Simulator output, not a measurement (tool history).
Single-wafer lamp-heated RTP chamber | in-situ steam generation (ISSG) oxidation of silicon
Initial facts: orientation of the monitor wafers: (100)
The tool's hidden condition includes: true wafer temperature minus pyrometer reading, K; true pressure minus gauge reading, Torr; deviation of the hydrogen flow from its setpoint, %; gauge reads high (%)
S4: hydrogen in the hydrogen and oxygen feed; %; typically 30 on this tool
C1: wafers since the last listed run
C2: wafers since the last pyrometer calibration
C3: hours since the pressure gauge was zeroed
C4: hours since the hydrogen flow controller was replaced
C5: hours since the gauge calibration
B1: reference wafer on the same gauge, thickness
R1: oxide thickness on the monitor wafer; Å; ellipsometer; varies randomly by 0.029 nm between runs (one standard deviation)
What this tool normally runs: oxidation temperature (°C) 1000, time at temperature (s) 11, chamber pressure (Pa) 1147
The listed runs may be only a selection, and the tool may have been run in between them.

Run 1, hour 0: usual settings but oxidation temperature (°C) 984; C1 0; C2 6720; C3 2694.4; C4 1834.7; C5 181.5; B1 5.196. Result: R1 45.13 Å.
Run 2, hour 13.9: usual settings but oxidation temperature (°C) 1014; C1 150; C2 6870; C3 2708.3; C4 1848.6; C5 195.4; B1 5.195. Result: R1 50.18 Å.
Run 3, hour 28.2: usual settings but oxidation temperature (°C) 1014; C1 154; C2 7025; C3 2722.6; C4 1862.9; C5 209.7; B1 5.197. Result: R1 50.16 Å.
Run 4, hour 41.4: usual settings; C1 142; C2 7168; C3 2735.8; C4 1876.1; C5 222.9; B1 5.2. Result: R1 48.15 Å.
Run 5, hour 52.9: usual settings; C1 124; C2 7292; C3 2747.3; C4 1887.6; C5 234.4; B1 5.202. Result: R1 48.22 Å.
Run 6, hour 69.4: usual settings; C1 178; C2 7471; C3 2763.8; C4 1904.1; C5 250.9; B1 5.201. Result: R1 48.02 Å.
Run 7, hour 76.7: usual settings; C1 79; C2 7550; C3 2771.1; C4 1911.4; C5 258.2; B1 5.198. Result: R1 47.92 Å.
Run 8, hour 90.8: usual settings; C1 152; C2 7703; C3 2785.2; C4 1925.5; C5 272.3; B1 5.202. Result: R1 48.13 Å.
Run 9, hour 97.1: usual settings; C1 68; C2 7771; C3 2791.5; C4 1931.8; C5 278.6; B1 5.197. Result: R1 48.09 Å.
At hour 111.4: pressure gauge zeroed.
Run 10, hour 111.9: usual settings; C1 73; C2 7845; C3 0.5; C4 1946.6; C5 293.4; B1 5.199. Result: R1 47.66 Å.
Run 11, hour 121.8: usual settings; C1 107; C2 7952; C3 10.4; C4 1956.5; C5 303.3; B1 5.201. Result: R1 48.12 Å.
Run 12, hour 139.2: usual settings; C1 188; C2 8140; C3 27.8; C4 1973.9; C5 320.7; B1 5.202. Result: R1 47.73 Å.
At hour 150.9: pyrometer window cleaned and pyrometer calibrated.
Run 13, hour 152.9: usual settings; C1 61; C2 21; C3 41.5; C4 1987.6; C5 334.4; B1 5.197. Result: R1 48.54 Å.
Run 14, hour 170.8: usual settings but chamber pressure (Pa) 1267; C1 193; C2 215; C3 59.4; C4 2005.5; C5 352.3; B1 5.204. Result: R1 47.38 Å.
Run 15, hour 199.2: usual settings but chamber pressure (Pa) 1280, S4 21 %; C1 307; C2 523; C3 87.8; C4 2033.9; C5 380.7; B1 5.198. Result: R1 43.26 Å.
At hour 219: hydrogen flow controller replaced.
Run 16, hour 219.5: usual settings but oxidation temperature (°C) 994, time at temperature (s) 9, chamber pressure (Pa) 960, S4 32 %; C1 133; C2 656; C3 108.1; C4 0.5; C5 401; B1 5.201. Result: R1 44.87 Å.
Run 17, hour 232.1: usual settings but chamber pressure (Pa) 1080; C1 136; C2 792; C3 120.7; C4 13.1; C5 413.6; B1 5.198. Result: R1 47.96 Å.
Run 18, hour 247.3: usual settings but oxidation temperature (°C) 984; C1 164; C2 957; C3 135.9; C4 28.3; C5 428.8; B1 5.203. Result: R1 45.69 Å.
Run 19, hour 263.2: usual settings; C1 172; C2 1129; C3 151.8; C4 44.2; C5 444.7; B1 5.198. Result: R1 47.89 Å.
At hour 266.3: gauge calibrated.
Run 20, hour 271.4: usual settings; C1 88; C2 1218; C3 160; C4 52.4; C5 5.1; B1 5.194. Result: R1 48.15 Å.
Run 21, hour 277.5: usual settings but oxidation temperature (°C) 1006, chamber pressure (Pa) 1333; C1 66; C2 1284; C3 166.1; C4 58.5; C5 11.2; B1 5.2. Result: R1 47.17 Å.
Run 22, hour 289.1: usual settings; C1 125; C2 1410; C3 177.7; C4 70.1; C5 22.8; B1 5.198. Result: R1 48.13 Å.
Run 23, hour 301.6: usual settings but oxidation temperature (°C) 1009, time at temperature (s) 7, chamber pressure (Pa) 960, S4 32 %; C1 135; C2 1545; C3 190.2; C4 82.6; C5 35.3; B1 5.205. Result: R1 42.61 Å.
Run 24, hour 312.4: usual settings but oxidation temperature (°C) 986, chamber pressure (Pa) 1013; C1 116; C2 1662; C3 201; C4 93.4; C5 46.1; B1 5.198. Result: R1 46.39 Å.
Run 25, hour 323.1: usual settings; C1 115; C2 1778; C3 211.7; C4 104.1; C5 56.8; B1 5.202. Result: R1 48.11 Å.
Run 26, hour 335.1: usual settings but oxidation temperature (°C) 992, time at temperature (s) 10, S4 24 %; C1 129; C2 1908; C3 223.7; C4 116.1; C5 68.8; B1 5.209. Result: R1 42.14 Å.
Run 27, hour 348.6: usual settings but oxidation temperature (°C) 1020, time at temperature (s) 14, chamber pressure (Pa) 1347, S4 32 %; C1 146; C2 2054; C3 237.2; C4 129.6; C5 82.3; B1 5.199. Result: R1 56.38 Å.
Run 28, hour 356.6: usual settings but time at temperature (s) 14; C1 86; C2 2140; C3 245.2; C4 137.6; C5 90.3; B1 5.205. Result: R1 52.5 Å.
Run 29, hour 371.3: usual settings; C1 159; C2 2300; C3 259.9; C4 152.3; C5 105; B1 5.196. Result: R1 47.57 Å.
Run 30, hour 382.2: usual settings but oxidation temperature (°C) 993, time at temperature (s) 13, chamber pressure (Pa) 1067; C1 118; C2 2418; C3 270.8; C4 163.2; C5 115.9; B1 5.199. Result: R1 49.82 Å.

Hidden state at the last listed run before each entry between runs and at the first one after, where it differs:
In the gap between runs 9 and 10: pressure gauge zeroed (hour 111.4)
  no difference in the tool's unlogged condition between these two runs
In the gap between runs 12 and 13: pyrometer window cleaned and pyrometer calibrated (hour 150.9)
  no difference in the tool's unlogged condition between these two runs
In the gap between runs 15 and 16: hydrogen flow controller replaced (hour 219)
  no difference in the tool's unlogged condition between these two runs
In the gap between runs 19 and 20: gauge calibrated (hour 266.3)
  no difference in the tool's unlogged condition between these two runs

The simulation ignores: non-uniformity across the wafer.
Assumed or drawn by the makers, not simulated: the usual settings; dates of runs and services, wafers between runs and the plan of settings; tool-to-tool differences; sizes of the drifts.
